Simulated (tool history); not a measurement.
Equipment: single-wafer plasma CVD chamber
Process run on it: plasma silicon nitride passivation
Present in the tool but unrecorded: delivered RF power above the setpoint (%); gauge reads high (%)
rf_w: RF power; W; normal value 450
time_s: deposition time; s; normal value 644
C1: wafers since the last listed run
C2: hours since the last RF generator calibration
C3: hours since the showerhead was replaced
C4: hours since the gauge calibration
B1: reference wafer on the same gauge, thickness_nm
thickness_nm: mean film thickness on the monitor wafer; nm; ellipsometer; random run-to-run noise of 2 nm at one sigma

Run 1, hour 0.0: usual settings but time_s 618 s; C1 0; C2 5.1; C3 2900.5; C4 133.0; B1 837.359. Result: thickness_nm 867.150 nm.
Run 2, hour 59.7: usual settings; C1 209; C2 64.8; C3 2960.2; C4 192.7; B1 837.534. Result: thickness_nm 904.714 nm.
Run 3, hour 141.2: usual settings; C1 285; C2 146.3; C3 3041.7; C4 274.2; B1 837.239. Result: thickness_nm 900.607 nm.
Run 4, hour 215.9: usual settings but rf_w 415 W, time_s 697 s; C1 261; C2 221.0; C3 3116.4; C4 348.9; B1 836.992. Result: thickness_nm 953.018 nm.
Run 5, hour 425.2: usual settings but rf_w 415 W, time_s 697 s; C1 732; C2 430.3; C3 3325.7; C4 558.2; B1 837.613. Result: thickness_nm 950.074 nm.
Run 6, hour 520.3: usual settings but rf_w 415 W, time_s 697 s; C1 332; C2 525.4; C3 3420.8; C4 653.3; B1 836.528. Result: thickness_nm 948.226 nm.
Run 7, hour 621.2: usual settings but rf_w 395 W, time_s 544 s; C1 353; C2 626.3; C3 3521.7; C4 754.2; B1 835.896. Result: thickness_nm 728.453 nm.
Run 8, hour 719.5: usual settings but rf_w 395 W, time_s 544 s; C1 344; C2 724.6; C3 3620.0; C4 852.5; B1 836.413. Result: thickness_nm 728.874 nm.
Run 9, hour 820.7: usual settings; C1 354; C2 825.8; C3 3721.2; C4 953.7; B1 836.754. Result: thickness_nm 890.459 nm.
Run 10, hour 885.5: usual settings; C1 226; C2 890.6; C3 3786.0; C4 1018.5; B1 836.798. Result: thickness_nm 892.527 nm.
Run 11, hour 951.1: usual settings; C1 229; C2 956.2; C3 3851.6; C4 1084.1; B1 837.156. Result: thickness_nm 890.997 nm.
Run 12, hour 1009.3: usual settings but time_s 704 s; C1 203; C2 1014.4; C3 3909.8; C4 1142.3; B1 837.462. Result: thickness_nm 970.201 nm.
Run 13, hour 1065.5: usual settings but time_s 704 s; C1 196; C2 1070.6; C3 3966.0; C4 1198.5; B1 836.881. Result: thickness_nm 972.262 nm.
Run 14, hour 1114.0: usual settings but rf_w 415 W, time_s 729 s; C1 169; C2 1119.1; C3 4014.5; C4 1247.0; B1 836.827. Result: thickness_nm 980.800 nm.
Run 15, hour 1172.7: usual settings but time_s 612 s; C1 205; C2 1177.8; C3 4073.2; C4 1305.7; B1 836.553. Result: thickness_nm 844.810 nm.
Run 16, hour 1212.9: usual settings but time_s 612 s; C1 140; C2 1218.0; C3 4113.4; C4 1345.9; B1 836.492. Result: thickness_nm 845.934 nm.
Run 17, hour 1292.6: usual settings but time_s 612 s; C1 279; C2 1297.7; C3 4193.1; C4 1425.6; B1 836.567. Result: thickness_nm 846.610 nm.
Run 18, hour 1331.8: usual settings; C1 137; C2 1336.9; C3 4232.3; C4 1464.8; B1 837.315. Result: thickness_nm 890.300 nm.
Run 19, hour 1384.0: usual settings; C1 182; C2 1389.1; C3 4284.5; C4 1517.0; B1 837.494. Result: thickness_nm 885.545 nm.
At hour 1394.3: RF generator calibrated.
Run 20, hour 1477.5: usual settings but rf_w 410 W, time_s 537 s; C1 299; C2 83.2; C3 4378.0; C4 1610.5; B1 837.361. Result: thickness_nm 730.748 nm.
Run 21, hour 1615.4: usual settings but rf_w 505 W; C1 482; C2 221.1; C3 4515.9; C4 1748.4; B1 837.293. Result: thickness_nm 929.662 nm.
Run 22, hour 1688.7: usual settings but rf_w 370 W, time_s 697 s; C1 256; C2 294.4; C3 4589.2; C4 1821.7; B1 837.079. Result: thickness_nm 918.369 nm.
Run 23, hour 1783.2: usual settings but rf_w 420 W, time_s 700 s; C1 330; C2 388.9; C3 4683.7; C4 1916.2; B1 837.370. Result: thickness_nm 958.696 nm.
Run 24, hour 1874.3: usual settings but rf_w 510 W, time_s 754 s; C1 318; C2 480.0; C3 4774.8; C4 2007.3; B1 836.835. Result: thickness_nm 1087.465 nm.
Run 25, hour 2101.0: usual settings; C1 793; C2 706.7; C3 5001.5; C4 2234.0; B1 837.345. Result: thickness_nm 888.952 nm.
Run 26, hour 2139.1: usual settings but rf_w 385 W, time_s 558 s; C1 133; C2 744.8; C3 5039.6; C4 2272.1; B1 836.215. Result: thickness_nm 740.768 nm.
Run 27, hour 2215.4: usual settings but rf_w 415 W, time_s 572 s; C1 267; C2 821.1; C3 5115.9; C4 2348.4; B1 837.196. Result: thickness_nm 775.333 nm.
Run 28, hour 2431.5: usual settings but rf_w 480 W, time_s 724 s; C1 756; C2 1037.2; C3 5332.0; C4 2564.5; B1 837.330. Result: thickness_nm 1014.692 nm.
At hour 2445.2: gauge calibrated.
Run 29, hour 2510.9: usual settings; C1 277; C2 1116.6; C3 5411.4; C4 65.7; B1 837.170. Result: thickness_nm 889.797 nm.
At hour 2549.4: showerhead replaced.
Run 30, hour 2569.7: usual settings but rf_w 505 W, time_s 759 s; C1 177; C2 1175.4; C3 20.3; C4 124.5; B1 837.145. Result: thickness_nm 1080.495 nm.
Run 31, hour 2667.0: usual settings but rf_w 385 W, time_s 558 s; C1 340; C2 1272.7; C3 117.6; C4 221.8; B1 837.155. Result: thickness_nm 735.783 nm.
Run 32, hour 2704.8: usual settings but rf_w 475 W, time_s 765 s; C1 132; C2 1310.5; C3 155.4; C4 259.6; B1 837.735. Result: thickness_nm 1066.562 nm.
At hour 2807.3: RF generator calibrated.
Run 33, hour 3001.0: usual settings; C1 1008; C2 193.7; C3 451.6; C4 555.8; B1 837.305. Result: thickness_nm 903.409 nm.
Run 34, hour 3038.4: usual settings; C1 130; C2 231.1; C3 489.0; C4 593.2; B1 837.480. Result: thickness_nm 904.325 nm.
Run 35, hour 3128.1: usual settings but rf_w 530 W, time_s 762 s; C1 314; C2 320.8; C3 578.7; C4 682.9; B1 836.554. Result: thickness_nm 1119.571 nm.
Run 36, hour 3207.8: usual settings; C1 279; C2 400.5; C3 658.4; C4 762.6; B1 837.044. Result: thickness_nm 899.151 nm.
Run 37, hour 3244.4: usual settings but rf_w 410 W, time_s 740 s; C1 128; C2 437.1; C3 695.0; C4 799.2; B1 836.080. Result: thickness_nm 1004.434 nm.
Run 38, hour 3296.8: usual settings but rf_w 505 W, time_s 571 s; C1 183; C2 489.5; C3 747.4; C4 851.6; B1 837.258. Result: thickness_nm 822.450 nm.
Run 39, hour 3342.0: usual settings but rf_w 390 W, time_s 750 s; C1 158; C2 534.7; C3 792.6; C4 896.8; B1 837.537. Result: thickness_nm 1003.947 nm.

Hidden state, per run?
gauge reads high (%): 0 on each run
H1: delivered RF power above the setpoint (%)
run     H1
  1   -1.2
  2  -1.49
  3  -1.89
  4  -2.26
  5  -3.29
  6  -3.76
  7  -4.26
  8  -4.74
  9  -5.24
 10  -5.56
 11  -5.88
 12  -6.16
 13  -6.44
 14  -6.68
 15  -6.97
 16  -7.17
 17  -7.56
 18  -7.75
 19  -8.01
 20  -1.65
 21  -2.33
 22  -2.69
 23  -3.16
 24   -3.6
 25  -4.72
 26  -4.91
 27  -5.28
 28  -6.35
 29  -6.74
 30  -7.03
 31   -7.5
 32  -7.69
 33  -1.61
 34   -1.8
 35  -2.24
 36  -2.63
 37  -2.81
 38  -3.07
 39  -3.29

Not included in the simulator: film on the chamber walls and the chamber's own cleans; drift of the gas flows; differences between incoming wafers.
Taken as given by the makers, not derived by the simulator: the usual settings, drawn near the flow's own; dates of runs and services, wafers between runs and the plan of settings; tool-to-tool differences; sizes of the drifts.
